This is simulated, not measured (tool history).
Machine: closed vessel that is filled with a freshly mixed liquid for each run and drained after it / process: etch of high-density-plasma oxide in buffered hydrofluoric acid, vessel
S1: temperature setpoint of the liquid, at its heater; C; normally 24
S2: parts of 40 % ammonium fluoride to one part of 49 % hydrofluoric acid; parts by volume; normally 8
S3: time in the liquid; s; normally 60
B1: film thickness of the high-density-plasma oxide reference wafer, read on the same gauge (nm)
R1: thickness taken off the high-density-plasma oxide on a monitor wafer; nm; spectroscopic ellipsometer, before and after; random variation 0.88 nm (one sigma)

run,hour,S1,S2,S3,B1,R1
1,0,24,8,60,130.02,97.14
2,63.3,24,8,60,130.02,100.51
# hour 75.9: gauge calibrated
3,93.3,25,6,60,129.99,136.86
4,151.1,25,6,60,130,136.22
5,211.3,27,8,60,130,118.22
6,276.2,27,8,60,130,119.81
7,332.3,24,8,60,130.01,102.56
8,388.5,24,8,60,130.01,102.29
9,429.7,21.5,10,75,130,88.23
# hour 500.5: hydrofluoric acid flow meter replaced
10,554.4,24,8,90,130,139.83
11,589.7,22.5,8,60,130,87.91
# hour 592.8: thermometer replaced
# hour 606: gauge calibrated
12,642,24,8,60,130,97.34
13,670.9,24,9,60,130.01,84.52
14,701.2,24,9.5,60,130,81.06
15,763.3,24,8,60,130.01,97.65
16,796.4,25.5,9,30,130,46.96
17,847.8,28.5,8,60,129.98,127.34

Alternative continuations, all from the tool just after run 17; predict every row:
A,848.5,24,8,35,?,?
B,848.5,22.5,10.5,35,?,?
C,848.5,26.5,8,40,?,?
D,848.5,27.5,6.5,40,?,?
E,848.5,21.5,10.5,35,?,?

run,B1,R1
A,129.99,57.09
B,129.99,40.96
C,129.99,74.68
D,129.99,95.87
E,129.99,38.76
With the hidden condition removed and each run's random variation left untouched, the same runs would have given:
run,R1
A,53.76
B,38.9
C,70.33
D,91.38
E,36.81
